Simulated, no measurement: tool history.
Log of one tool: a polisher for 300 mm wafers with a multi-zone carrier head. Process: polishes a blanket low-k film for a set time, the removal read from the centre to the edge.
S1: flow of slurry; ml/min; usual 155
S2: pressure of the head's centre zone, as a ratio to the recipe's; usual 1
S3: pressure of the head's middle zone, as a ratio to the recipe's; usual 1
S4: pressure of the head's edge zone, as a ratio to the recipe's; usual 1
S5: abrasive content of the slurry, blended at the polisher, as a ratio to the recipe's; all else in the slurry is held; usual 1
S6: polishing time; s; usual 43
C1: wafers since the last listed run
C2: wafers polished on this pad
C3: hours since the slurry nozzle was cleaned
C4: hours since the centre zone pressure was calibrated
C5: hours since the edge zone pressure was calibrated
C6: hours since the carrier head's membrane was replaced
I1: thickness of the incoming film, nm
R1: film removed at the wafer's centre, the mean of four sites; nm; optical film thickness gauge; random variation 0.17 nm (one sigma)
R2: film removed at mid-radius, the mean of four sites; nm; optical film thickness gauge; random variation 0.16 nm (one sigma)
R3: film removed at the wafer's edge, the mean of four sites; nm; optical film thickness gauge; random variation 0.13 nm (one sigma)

run,hour,S1,S2,S3,S4,S5,S6,C1,C2,C3,C4,C5,C6,I1,R1,R2,R3
1,0,130,1,1,1.05,1,43,0,1551,8.3,183.5,170.2,770.1,373,21.7,21.5,21.9
2,33.8,155,1,1,1,1,56,297,1849,42.1,217.3,204,803.9,380.4,28.2,28.7,28.1
3,55.3,110,1,1,1,1,43,189,2038,63.6,238.8,225.5,825.4,378.5,21.1,21,21.2
# hour 64.8: worn pad replaced by a new one
4,73.1,155,1,1,1,1,43,121,72,81.4,256.6,243.3,843.2,376,21.4,21.9,21.8
5,95.4,155,1,1,1,1,43,196,269,103.7,278.9,265.6,865.5,382.5,21.9,22.3,21.8
6,120.8,155,1,1.06,1,1,43,223,492,129.1,304.3,291,890.9,381.8,22.1,23.1,21.6
7,139.6,155,1,1,1,1,43,165,658,147.9,323.1,309.8,909.7,381.8,21.8,21.7,21.6
8,168.7,155,1.07,1,1,1,51,256,914,177,352.2,338.9,938.8,383.4,27.9,25.8,25.6
9,189.2,155,1,0.92,1,1,43,180,1094,197.5,372.7,359.4,959.3,384.9,21.8,20.6,21.8
# hour 206: centre zone pressure recalibrated
10,222,155,1,1.1,0.96,1,57,271,1366,230.3,16,392.2,992.1,378.1,29.1,31.4,28
11,248.4,155,1,1,1,1,43,232,1598,256.7,42.4,418.6,1018.5,380.7,21.6,21.8,21.6
12,269.1,100,1.12,1,1,0.8,43,182,1780,277.4,63.1,439.3,1039.2,381.3,20.5,18.7,18.6
# hour 285.7: worn pad replaced by a new one
# hour 293.7: slurry nozzle cleaned
13,303.7,155,1,1,1,1,43,260,149,10,97.7,473.9,1073.8,380.8,21.8,21.9,21.6
# hour 318.9: edge zone pressure recalibrated
14,322.6,115,1,1,0.88,1,43,148,298,28.9,116.6,3.7,1092.7,381.2,21.1,21.3,19.9
# hour 356.4: carrier head's membrane replaced by a new one
15,429.9,115,1.03,1,1,0.9,56,900,1199,136.2,223.9,111,73.5,380.7,26.6,26.4,26.1
16,465.8,175,1.12,1,1.09,1,29,316,1515,172.1,259.8,146.9,109.4,382.7,16.8,14.9,15.4
# hour 488.8: worn pad replaced by a new one
17,489.3,155,1,1,1,0.8,43,171,4,195.6,283.3,170.4,132.9,380,19.2,19.9,19.2
18,563.8,155,1,1,1,0.8,55,655,660,270.1,357.8,244.9,207.4,377.4,25.2,25.2,24.8
19,578.3,100,1.12,1,1,0.8,43,127,788,284.6,372.3,259.4,221.9,378.7,20.6,18.6,18.7
20,599.1,105,1,0.93,1,1,43,183,971,305.4,393.1,280.2,242.7,380.5,21,19.9,21
21,621.6,110,1,1.09,1,1,43,198,1169,327.9,415.6,302.7,265.2,381.1,21.1,22.6,21.3

5 ways to go on from here, each from the tool as it stands after run 21. What would each give?
A,622,155,1,1,1,1,43,3,1173,328.3,416,303.1,265.6,380.5,?,?,?
B,622,200,1,0.94,1,1.1,43,3,1173,328.3,416,303.1,265.6,380.5,?,?,?
C,622,155,1,1,1,1.3,43,3,1173,328.3,416,303.1,265.6,380.5,?,?,?
D,622,195,1.07,1,1,1,43,3,1173,328.3,416,303.1,265.6,380.5,?,?,?
E,622,195,1,0.91,1,1,34,3,1173,328.3,416,303.1,265.6,380.5,?,?,?

run,R1,R2,R3
A,22.1,22,21.7
B,23.8,22.4,23.2
C,24.7,24.7,24.3
D,24.3,22.6,22.1
E,17.9,16.5,17.5
Without the tool's hidden state the same runs would have given:
run,R1,R2,R3
A,22.1,22,21.7
B,23.8,22.4,23.2
C,24.7,24.7,24.3
D,24.3,22.6,22.1
E,17.9,16.5,17.5
